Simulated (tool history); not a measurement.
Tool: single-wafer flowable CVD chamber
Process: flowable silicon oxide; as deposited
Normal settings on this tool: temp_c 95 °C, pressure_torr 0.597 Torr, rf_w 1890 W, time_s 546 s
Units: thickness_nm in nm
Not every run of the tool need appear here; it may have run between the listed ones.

| run | day | temp_c | pressure_torr | rf_w | time_s | read-back reference wafer on the same gauge, thickness_nm | thickness_nm |
|---|---|---|---|---|---|---|---|
| 1 | 0.000 | 95 | 0.597 | 1890 | 546 | 239.856 | 255.672 |
| 2 | 1.879 | 95 | 0.597 | 1890 | 546 | 239.689 | 257.195 |
| 3 | 3.821 | 89 | 0.597 | 1890 | 546 | 239.982 | 308.324 |
| 4 | 5.938 | 89 | 0.597 | 1890 | 546 | 239.911 | 306.236 |
| 5 | 7.871 | 95 | 0.714 | 1890 | 546 | 239.936 | 307.665 |
| 6 | 10.712 | 95 | 0.714 | 1890 | 546 | 240.042 | 309.572 |
| 7 | 11.988 | 95 | 0.714 | 1890 | 546 | 239.794 | 305.595 |
| 8 | 13.325 | 95 | 0.597 | 1890 | 546 | 239.802 | 256.675 |
| 9 | 14.362 | 105 | 0.709 | 1890 | 546 | 240.007 | 222.343 |
| 10 | 17.783 | 84 | 0.597 | 1890 | 546 | 239.996 | 355.085 |
| 11 | 19.596 | 95 | 0.472 | 1890 | 546 | 239.802 | 205.493 |
| 12 | 21.858 | 95 | 0.597 | 1890 | 546 | 240.032 | 248.136 |
| 13 | 23.558 | 95 | 0.597 | 1890 | 546 | 240.309 | 248.095 |
| 14 | 26.408 | 95 | 0.597 | 1890 | 546 | 240.086 | 247.952 |
| 15 | 27.458 | 110 | 0.597 | 1890 | 448 | 240.231 | 128.735 |
| 16 | 29.392 | 95 | 0.664 | 1890 | 546 | 239.868 | 277.208 |
| 17 | 34.938 | 95 | 0.525 | 1890 | 546 | 240.243 | 219.091 |
| 18 | 36.675 | 95 | 0.700 | 1890 | 546 | 240.002 | 292.521 |
| 19 | 39.017 | 101 | 0.728 | 1890 | 546 | 240.078 | 243.787 |
| 20 | 42.888 | 95 | 0.597 | 1890 | 546 | 240.101 | 249.419 |
| 21 | 45.521 | 95 | 0.499 | 1890 | 546 | 240.268 | 219.310 |
| 22 | 50.704 | 95 | 0.736 | 1890 | 546 | 240.313 | 293.703 |
| 23 | 51.712 | 101 | 0.475 | 2040 | 476 | 239.803 | 156.857 |
| 24 | 53.254 | 101 | 0.597 | 1610 | 516 | 239.888 | 190.361 |
| 25 | 55.375 | 95 | 0.734 | 1890 | 577 | 239.965 | 308.877 |
| 26 | 56.458 | 95 | 0.597 | 1890 | 546 | 239.862 | 250.982 |
| 27 | 60.788 | 95 | 0.677 | 1680 | 546 | 239.961 | 271.225 |
| 28 | 62.904 | 85 | 0.736 | 1890 | 624 | 240.098 | 449.843 |

Withheld: 5 entries from between the runs. Position of each, and hidden state at the listed run before versus the listed run after:
From run 4 to run 5: thermocouple changed; heater temperature recalibrated (day 6.792)
  true pressure above the setpoint (%): 3.46 -> 3.58
  the result without the hidden state subtracted from the measured one, thickness_nm: +10.281 -> +10.313 nm
From run 8 to run 9: gauge calibrated (day 13.812)
  true pressure above the setpoint (%): 3.96 -> 4.03
  the result without the hidden state subtracted from the measured one, thickness_nm: +9.820 -> +8.349 nm
From run 11 to run 12: capacitance manometer re-zeroed and calibrated (day 20.579)
  true pressure above the setpoint (%): 4.41 -> 0.889
  the result without the hidden state subtracted from the measured one, thickness_nm: +8.731 -> +2.190 nm
From run 18 to run 19: showerhead replaced, of another model than before (day 37.442)
  true pressure above the setpoint (%): 0.98 -> 1.01
  the result without the hidden state subtracted from the measured one, thickness_nm: +2.739 -> +1.817 nm
From run 19 to run 20: RF generator calibrated (day 41.921)
  true pressure above the setpoint (%): 1.01 -> 1.06
  the result without the hidden state subtracted from the measured one, thickness_nm: +1.817 -> +2.034 nm
